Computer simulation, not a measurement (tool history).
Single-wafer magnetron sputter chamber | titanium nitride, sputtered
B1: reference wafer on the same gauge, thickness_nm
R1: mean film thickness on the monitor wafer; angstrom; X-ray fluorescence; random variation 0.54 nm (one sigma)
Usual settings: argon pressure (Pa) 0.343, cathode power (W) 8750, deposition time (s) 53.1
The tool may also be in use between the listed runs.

Run 1, hour 0: usual settings; B1 84.576. Result: R1 910.62 angstrom.
At hour 31.1: sputter target and shields replaced.
Run 2, hour 31.6: usual settings; B1 84.655. Result: R1 917.88 angstrom.
Run 3, hour 57.6: usual settings; B1 84.598. Result: R1 920.6 angstrom.
Run 4, hour 218.9: usual settings; B1 84.268. Result: R1 916.69 angstrom.
Run 5, hour 290.6: usual settings; B1 84.636. Result: R1 920.21 angstrom.
Run 6, hour 357.6: usual settings; B1 84.517. Result: R1 919.96 angstrom.
At hour 381.6: sputter target and shields replaced.
Run 7, hour 411.4: usual settings; B1 84.722. Result: R1 920.08 angstrom.
Run 8, hour 479.4: usual settings but argon pressure (Pa) 0.294, cathode power (W) 8100; B1 84.373. Result: R1 869.14 angstrom.
Run 9, hour 539.1: usual settings but cathode power (W) 10450, deposition time (s) 61.5; B1 84.541. Result: R1 1259.21 angstrom.
Run 10, hour 575.7: usual settings but cathode power (W) 10450, deposition time (s) 61.5; B1 84.373. Result: R1 1255.07 angstrom.
Run 11, hour 621: usual settings but cathode power (W) 10450, deposition time (s) 61.5; B1 84.607. Result: R1 1260.32 angstrom.
Run 12, hour 648.5: usual settings; B1 84.506. Result: R1 906.37 angstrom.
Run 13, hour 690.6: usual settings; B1 84.784. Result: R1 914.5 angstrom.
At hour 699.6: sputter target and shields replaced.
Run 14, hour 757.8: usual settings but deposition time (s) 58.8; B1 84.38. Result: R1 1004.82 angstrom.
Run 15, hour 816.5: usual settings but deposition time (s) 58.8; B1 84.73. Result: R1 1009.5 angstrom.
Run 16, hour 924.6: usual settings; B1 84.723. Result: R1 912.7 angstrom.
At hour 980.3: sputter target and shields replaced.
Run 17, hour 980.8: usual settings but argon pressure (Pa) 0.472, cathode power (W) 10200; B1 84.256. Result: R1 996.44 angstrom.
Run 18, hour 999.8: usual settings but argon pressure (Pa) 0.245, cathode power (W) 6850, deposition time (s) 48.3; B1 84.813. Result: R1 689.94 angstrom.
At hour 1019.6: magnet pack replaced.
Run 19, hour 1042.5: usual settings but argon pressure (Pa) 0.24, deposition time (s) 61.6; B1 84.849. Result: R1 1118.2 angstrom.
At hour 1073.1: gauge calibrated.
Run 20, hour 1098.2: usual settings; B1 84.78. Result: R1 904.79 angstrom.
At hour 1139.8: capacitance manometer re-zeroed and calibrated.
Run 21, hour 1140.3: usual settings; B1 84.745. Result: R1 919.81 angstrom.
Run 22, hour 1163.2: usual settings but argon pressure (Pa) 0.405, cathode power (W) 9950, deposition time (s) 58; B1 84.649. Result: R1 1103.87 angstrom.
Run 23, hour 1210: usual settings but cathode power (W) 10450, deposition time (s) 61.5; B1 84.513. Result: R1 1256.21 angstrom.
Run 24, hour 1248: usual settings; B1 84.624. Result: R1 915.73 angstrom.
At hour 1285.4: sputter target and shields replaced.
Run 25, hour 1297.5: usual settings but argon pressure (Pa) 0.227, cathode power (W) 6650, deposition time (s) 63.6; B1 84.753. Result: R1 888.36 angstrom.
Run 26, hour 1340.1: usual settings but argon pressure (Pa) 0.302, cathode power (W) 7650; B1 84.833. Result: R1 816.11 angstrom.

Run 27 comes next. What will it give?
Run 27, hour 1398.4: usual settings but argon pressure (Pa) 0.402, cathode power (W) 9400; B1 ?. Result: R1 ?.

B1: 84.511
R1: 946.09 angstrom
Without the tool's hidden state the same run would have given R1 946.09 angstrom.
